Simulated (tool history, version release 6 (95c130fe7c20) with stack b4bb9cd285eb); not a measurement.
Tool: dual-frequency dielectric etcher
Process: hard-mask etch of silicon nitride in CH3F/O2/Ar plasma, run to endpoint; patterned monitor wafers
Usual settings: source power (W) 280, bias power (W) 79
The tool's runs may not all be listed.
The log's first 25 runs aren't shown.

| run | hour | source power (W) | bias power (W) | incoming incoming film thickness, nm | endpoint time (s) |
|---|---|---|---|---|---|
| 26 | 1419.5 | 280 | 79 | 35.8 | 58.6 |
| 27 | 1463.3 | 300 | 85 | 35.84 | 55.5 |
| 28 | 1498 | 340 | 79 | 35.58 | 54.5 |
| 29 | 1537.6 | 280 | 79 | 35.2 | 56.6 |
| 30 | 1572.9 | 280 | 79 | 35.72 | 58.7 |
| 31 | 1612.9 | 240 | 92 | 35.97 | 58.8 |
| 32 | 1650.1 | 280 | 79 | 35.98 | 57.3 |
|  | 1694.5 | wet clean of the chamber |
| 33 | 1703.2 | 310 | 69 | 36.2 | 60.4 |
| 34 | 1755.7 | 280 | 79 | 35.88 | 59.1 |

5 ways to go on from here, each from the tool as it stands after run 34. What would each give?
| A | 1756.1 | 310 | 79 | 35.62 | ? |
| B | 1756.1 | 330 | 97 | 35.62 | ? |
| C | 1756.1 | 310 | 71 | 35.62 | ? |
| D | 1756.1 | 210 | 66 | 35.62 | ? |
| E | 1756.1 | 250 | 79 | 35.62 | ? |

| run | endpoint time (s) |
|---|---|
| A | 57.3 |
| B | 52.9 |
| C | 58.9 |
| D | 69.1 |
| E | 62 |
Without the tool's hidden state the same runs would have given:
| run | endpoint time (s) |
|---|---|
| A | 57.9 |
| B | 53.5 |
| C | 59.5 |
| D | 69.9 |
| E | 62.6 |
